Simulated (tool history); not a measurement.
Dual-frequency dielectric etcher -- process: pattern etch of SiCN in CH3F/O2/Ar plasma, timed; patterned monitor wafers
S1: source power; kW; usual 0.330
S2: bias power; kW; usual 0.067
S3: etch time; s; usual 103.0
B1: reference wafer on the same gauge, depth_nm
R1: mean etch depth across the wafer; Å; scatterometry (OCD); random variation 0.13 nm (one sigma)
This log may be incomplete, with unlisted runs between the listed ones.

{"run": 1, "hour": 0.0, "S1": 0.33, "S2": 0.067, "S3": 103.0, "B1": 32.29, "R1": 342.5}
{"run": 2, "hour": 21.7, "S1": 0.33, "S2": 0.067, "S3": 103.0, "B1": 32.28, "R1": 341.2}
{"run": 3, "hour": 54.0, "S1": 0.33, "S2": 0.067, "S3": 103.0, "B1": 32.29, "R1": 340.9}
{"run": 4, "hour": 76.8, "S1": 0.33, "S2": 0.067, "S3": 103.0, "B1": 32.32, "R1": 340.4}
{"run": 5, "hour": 107.9, "S1": 0.33, "S2": 0.067, "S3": 103.0, "B1": 32.3, "R1": 340.6}
{"hour": 136.9, "done": "wet clean of the chamber"}
{"run": 6, "hour": 137.4, "S1": 0.26, "S2": 0.075, "S3": 103.0, "B1": 32.31, "R1": 279.0}
{"hour": 138.3, "done": "gauge calibrated"}
{"run": 7, "hour": 159.3, "S1": 0.33, "S2": 0.067, "S3": 103.0, "B1": 32.33, "R1": 351.1}
{"run": 8, "hour": 173.0, "S1": 0.35, "S2": 0.067, "S3": 90.0, "B1": 32.31, "R1": 320.2}
{"run": 9, "hour": 208.9, "S1": 0.41, "S2": 0.061, "S3": 87.0, "B1": 32.29, "R1": 344.3}
{"hour": 229.0, "done": "bias power generator calibrated"}
{"run": 10, "hour": 229.5, "S1": 0.33, "S2": 0.067, "S3": 103.0, "B1": 32.31, "R1": 345.5}
{"run": 11, "hour": 262.3, "S1": 0.33, "S2": 0.067, "S3": 103.0, "B1": 32.31, "R1": 346.1}
{"run": 12, "hour": 280.3, "S1": 0.33, "S2": 0.067, "S3": 103.0, "B1": 32.3, "R1": 344.5}
{"run": 13, "hour": 308.5, "S1": 0.33, "S2": 0.067, "S3": 84.5, "B1": 32.31, "R1": 282.7}
{"run": 14, "hour": 338.1, "S1": 0.28, "S2": 0.081, "S3": 126.0, "B1": 32.3, "R1": 369.4}
{"run": 15, "hour": 368.8, "S1": 0.29, "S2": 0.054, "S3": 103.0, "B1": 32.29, "R1": 295.1}
{"run": 16, "hour": 403.0, "S1": 0.33, "S2": 0.056, "S3": 93.0, "B1": 32.29, "R1": 301.7}
{"run": 17, "hour": 435.3, "S1": 0.33, "S2": 0.08, "S3": 103.0, "B1": 32.32, "R1": 348.5}
{"run": 18, "hour": 459.4, "S1": 0.29, "S2": 0.067, "S3": 103.0, "B1": 32.3, "R1": 297.7}
{"run": 19, "hour": 473.1, "S1": 0.33, "S2": 0.067, "S3": 103.0, "B1": 32.31, "R1": 337.4}
{"run": 20, "hour": 508.4, "S1": 0.33, "S2": 0.054, "S3": 84.0, "B1": 32.29, "R1": 264.9}
{"hour": 546.2, "done": "wet clean of the chamber"}
{"run": 21, "hour": 546.7, "S1": 0.33, "S2": 0.06, "S3": 117.5, "B1": 32.29, "R1": 391.9}
{"run": 22, "hour": 560.9, "S1": 0.28, "S2": 0.051, "S3": 123.0, "B1": 32.31, "R1": 342.0}
{"run": 23, "hour": 573.9, "S1": 0.33, "S2": 0.067, "S3": 103.0, "B1": 32.28, "R1": 347.1}
{"run": 24, "hour": 603.7, "S1": 0.37, "S2": 0.06, "S3": 75.0, "B1": 32.31, "R1": 271.2}
{"run": 25, "hour": 624.0, "S1": 0.33, "S2": 0.05, "S3": 103.0, "B1": 32.31, "R1": 331.6}
{"run": 26, "hour": 645.3, "S1": 0.33, "S2": 0.058, "S3": 103.0, "B1": 32.31, "R1": 339.2}
{"run": 27, "hour": 666.9, "S1": 0.39, "S2": 0.067, "S3": 103.0, "B1": 32.32, "R1": 393.2}
{"run": 28, "hour": 690.8, "S1": 0.31, "S2": 0.067, "S3": 103.0, "B1": 32.29, "R1": 324.6}
{"run": 29, "hour": 715.0, "S1": 0.4, "S2": 0.082, "S3": 113.0, "B1": 32.29, "R1": 446.2}

Branching from run 29: 5 alternative next runs. What would each branch give?
{"run": "A", "hour": 715.4, "S1": 0.33, "S2": 0.067, "S3": 73.0, "B1": "?", "R1": "?"}
{"run": "B", "hour": 715.4, "S1": 0.36, "S2": 0.051, "S3": 117.5, "B1": "?", "R1": "?"}
{"run": "C", "hour": 715.4, "S1": 0.33, "S2": 0.053, "S3": 103.0, "B1": "?", "R1": "?"}
{"run": "D", "hour": 715.4, "S1": 0.35, "S2": 0.077, "S3": 93.5, "B1": "?", "R1": "?"}
{"run": "E", "hour": 715.4, "S1": 0.33, "S2": 0.06, "S3": 103.0, "B1": "?", "R1": "?"}

run=A B1=32.30 R1=241.7
run=B B1=32.30 R1=402.8
run=C B1=32.30 R1=330.6
run=D B1=32.30 R1=331.6
run=E B1=32.30 R1=335.9
Take away the tool's hidden state, keep each run's random variation, and the runs would have read:
run=A R1=246.6
run=B R1=410.9
run=C R1=337.2
run=D R1=338.3
run=E R1=342.6
